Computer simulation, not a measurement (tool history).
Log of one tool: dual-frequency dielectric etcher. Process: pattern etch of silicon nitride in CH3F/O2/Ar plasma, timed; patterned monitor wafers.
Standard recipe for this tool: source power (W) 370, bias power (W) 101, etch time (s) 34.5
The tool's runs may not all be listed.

run	hour	source power (W)	bias power (W)	etch time (s)	read-back reference wafer on the same gauge, depth_nm	mean etch depth across the wafer (nm)
1	0	370	101	34.5	33.05	28.32
2	61.5	370	101	28.5	33.02	23.32
3	119.5	370	101	28.5	32.96	23.31
4	166.5	370	91	34.5	32.92	26.59
5	214.7	320	101	34.5	32.91	27.03
6	256.9	320	101	34.5	32.89	26.9
7	307	390	101	34.5	32.86	28.62
8	355.6	390	101	34.5	32.83	28.52
9	400	390	101	34.5	32.8	28.65
# hour 503.8: wet clean of the chamber
10	504.3	370	101	34.5	32.73	28.08
11	540.3	370	101	34.5	32.69	28.02
12	612.2	370	101	34.5	32.66	27.97
13	656	370	101	34.5	32.59	28
# hour 696.5: upper electrode replaced
14	720.7	370	101	34.5	32.57	27.9
15	770.3	370	101	34.5	32.49	27.84
16	812.8	320	81	26.5	32.46	17.71
# hour 829.8: source power generator calibrated
17	846.3	370	81	41	32.44	28.91
# hour 892.2: gauge calibrated
18	906.2	370	101	34.5	33.11	28.45
19	933.6	330	114	41.5	33.07	35.27
20	1003	370	101	25	33.09	20.45
# hour 1031.7: wet clean of the chamber
21	1038	370	101	38	33.03	31.17
22	1071.6	370	101	34.5	33.03	28.26
# hour 1129.5: bias power generator calibrated
23	1139.4	400	101	39	33.06	32.87
24	1194.9	330	84	40	33.03	28.34
25	1260.4	370	101	34.5	33.01	28.27
26	1302.6	300	101	34.5	33.02	26.64
27	1348.7	400	81	25.5	32.98	18.8
# hour 1514.5: wet clean of the chamber
28	1551.9	440	123	39.5	32.94	38.23
29	1616.3	300	101	42	32.92	32.01
30	1676	370	94	34.5	32.9	26.8

Here are 3 independent what-if runs from the current tool condition. What would each one return?
A	1676.4	370	101	34.5	?	?
B	1676.4	350	86	38.5	?	?
C	1676.4	430	101	37.5	?	?

run	read-back reference wafer on the same gauge, depth_nm	mean etch depth across the wafer (nm)
A	32.88	28.02
B	32.88	27.86
C	32.88	31.94
Had the tool no hidden state, the same runs would have come out as:
run	mean etch depth across the wafer (nm)
A	28.21
B	28.06
C	32.17
